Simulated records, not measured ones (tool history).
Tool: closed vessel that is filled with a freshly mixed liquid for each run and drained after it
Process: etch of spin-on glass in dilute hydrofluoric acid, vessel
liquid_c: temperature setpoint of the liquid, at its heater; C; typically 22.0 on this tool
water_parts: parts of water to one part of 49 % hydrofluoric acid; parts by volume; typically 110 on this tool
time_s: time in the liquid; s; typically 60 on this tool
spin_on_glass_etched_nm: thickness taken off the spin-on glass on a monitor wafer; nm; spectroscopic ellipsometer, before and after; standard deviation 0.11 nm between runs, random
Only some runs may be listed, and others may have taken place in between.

run     day  liquid_c  water_parts  time_s  read-back film thickness of the spin-on glass reference wafer, read on the same gauge (nm)  spin_on_glass_etched_nm
  1   0.000      24.0          110      60                                                                                      129.99                    15.94
  2   1.500      24.0          110      60                                                                                      130.00                    15.77
  3   2.212      24.0          110      60                                                                                      129.99                    15.70
  4   2.958      22.0          110      60                                                                                      130.01                    14.55
  5   4.321      22.0          110      60                                                                                      130.00                    14.56
  6   5.108      19.5          110      60                                                                                      129.99                    13.17
  7   5.612      19.5          110      60                                                                                      130.02                    13.00
  8   6.438      19.5          110      60                                                                                      130.01                    13.19
  9   7.592      22.0          110      60                                                                                      130.02                    14.38
 10   8.646      22.0          110      60                                                                                      130.01                    14.41
 11  10.054      22.0          110      80                                                                                      129.99                    19.16
 12  10.579      22.0          110      80                                                                                      130.01                    19.11
 13  11.375      22.0          110      80                                                                                      130.00                    19.20
 14  11.942      23.5           60      95                                                                                      130.00                    46.75
 15  12.638      23.5          140      95                                                                                      130.00                    18.38
 16  13.479      22.0          110      60                                                                                      130.00                    14.41
 17  13.996      26.5           70      35                                                                                      130.01                    16.56
 18  15.183      22.0          110      60                                                                                      129.99                    14.27
 19  16.521      25.0          125      60                                                                                      130.01                    13.83
 20  17.875      22.0          110      60                                                                                      130.00                    14.34
 21  18.875      22.0          140      60                                                                                      129.99                    10.74
     19.933  -- hydrofluoric acid flow meter replaced
     19.983  -- thermometer replaced
 22  20.042      23.5           75      30                                                                                      129.99                    13.46

Expected results for the next run?
 23  20.796      25.5          160      60                                                                                           ?                        ?

{"run 23": {"read-back film thickness of the spin-on glass reference wafer, read on the same gauge (nm)": 129.99, "spin_on_glass_etched_nm": 12.5}}
With no hidden state in the tool, this same run would have given spin_on_glass_etched_nm 12.57 nm.
